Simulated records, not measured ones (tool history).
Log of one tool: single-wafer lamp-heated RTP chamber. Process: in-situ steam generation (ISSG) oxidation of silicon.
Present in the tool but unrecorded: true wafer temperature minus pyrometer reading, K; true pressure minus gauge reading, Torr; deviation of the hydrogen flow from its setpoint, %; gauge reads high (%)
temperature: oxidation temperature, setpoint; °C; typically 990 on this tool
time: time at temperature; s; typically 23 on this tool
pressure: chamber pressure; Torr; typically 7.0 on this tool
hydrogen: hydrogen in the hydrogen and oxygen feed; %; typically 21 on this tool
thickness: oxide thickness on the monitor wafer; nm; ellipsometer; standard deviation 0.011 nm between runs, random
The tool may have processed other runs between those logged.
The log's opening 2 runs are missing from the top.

| run | hour | temperature | time | pressure | hydrogen | wafers since the last listed run | wafers since the last pyrometer calibration | hours since the pressure gauge was zeroed | hours since the hydrogen flow controller was replaced | hours since the gauge calibration | read-back reference wafer on the same gauge, thickness | thickness |
|---|---|---|---|---|---|---|---|---|---|---|---|---|
|  | 74.3 | hydrogen flow controller replaced |
| 3 | 75.3 | 990 | 23 | 7.0 | 21 | 184 | 3811 | 3289.4 | 1.0 | 2135.3 | 5.755 | 5.045 |
| 4 | 99.4 | 990 | 23 | 7.0 | 25 | 263 | 4075 | 3313.5 | 25.1 | 2159.4 | 5.752 | 5.267 |
| 5 | 143.2 | 990 | 23 | 7.0 | 25 | 478 | 4553 | 3357.3 | 68.9 | 2203.2 | 5.750 | 5.303 |
|  | 192.5 | gauge calibrated |
| 6 | 208.3 | 990 | 23 | 7.4 | 21 | 711 | 5265 | 3422.4 | 134.0 | 15.8 | 5.753 | 5.089 |
| 7 | 275.7 | 990 | 23 | 7.0 | 21 | 736 | 6001 | 3489.8 | 201.4 | 83.2 | 5.745 | 5.075 |
| 8 | 329.5 | 990 | 23 | 7.0 | 21 | 587 | 6589 | 3543.6 | 255.2 | 137.0 | 5.748 | 5.081 |
|  | 356.3 | pressure gauge zeroed |
| 9 | 373.0 | 990 | 23 | 7.0 | 21 | 387 | 6977 | 16.7 | 298.7 | 180.5 | 5.751 | 5.107 |
| 10 | 423.4 | 990 | 23 | 8.1 | 21 | 550 | 7527 | 67.1 | 349.1 | 230.9 | 5.747 | 5.116 |
| 11 | 454.9 | 997 | 19 | 8.2 | 12 | 344 | 7872 | 98.6 | 380.6 | 262.4 | 5.754 | 4.252 |
|  | 504.0 | pyrometer window cleaned and pyrometer calibrated |
| 12 | 505.6 | 974 | 26 | 8.0 | 28 | 466 | 17 | 149.3 | 431.3 | 313.1 | 5.748 | 5.538 |
| 13 | 561.1 | 990 | 23 | 7.0 | 21 | 606 | 623 | 204.8 | 486.8 | 368.6 | 5.752 | 5.215 |
| 14 | 587.5 | 990 | 23 | 7.0 | 21 | 288 | 912 | 231.2 | 513.2 | 395.0 | 5.750 | 5.222 |
| 15 | 655.7 | 990 | 30 | 6.9 | 21 | 745 | 1657 | 299.4 | 581.4 | 463.2 | 5.750 | 5.941 |
| 16 | 747.4 | 996 | 23 | 7.0 | 21 | 1001 | 2659 | 391.1 | 673.1 | 554.9 | 5.751 | 5.397 |
| 17 | 782.4 | 990 | 23 | 7.0 | 16 | 382 | 3041 | 426.1 | 708.1 | 589.9 | 5.754 | 4.921 |
| 18 | 848.5 | 990 | 23 | 7.0 | 13 | 722 | 3763 | 492.2 | 774.2 | 656.0 | 5.752 | 4.713 |
|  | 876.0 | pyrometer window cleaned and pyrometer calibrated, repeated, since the last time left the tool worse |
| 19 | 901.2 | 1004 | 28 | 6.9 | 16 | 488 | 274 | 544.9 | 826.9 | 708.7 | 5.757 | 5.462 |
| 20 | 937.7 | 990 | 23 | 7.7 | 12 | 398 | 673 | 581.4 | 863.4 | 745.2 | 5.752 | 4.440 |
| 21 | 998.5 | 990 | 23 | 7.0 | 21 | 664 | 1337 | 642.2 | 924.2 | 806.0 | 5.747 | 5.016 |

Forecast run 22:
| 22 | 1043.4 | 990 | 23 | 7.0 | 26 | 490 | 1828 | 687.1 | 969.1 | 850.9 | ? | ? |

{"run 22": {"read-back reference wafer on the same gauge, thickness": 5.75, "thickness": 5.307}}
Were there no unlogged condition in the tool, this run, its random variation unchanged, would have produced thickness 5.272 nm.

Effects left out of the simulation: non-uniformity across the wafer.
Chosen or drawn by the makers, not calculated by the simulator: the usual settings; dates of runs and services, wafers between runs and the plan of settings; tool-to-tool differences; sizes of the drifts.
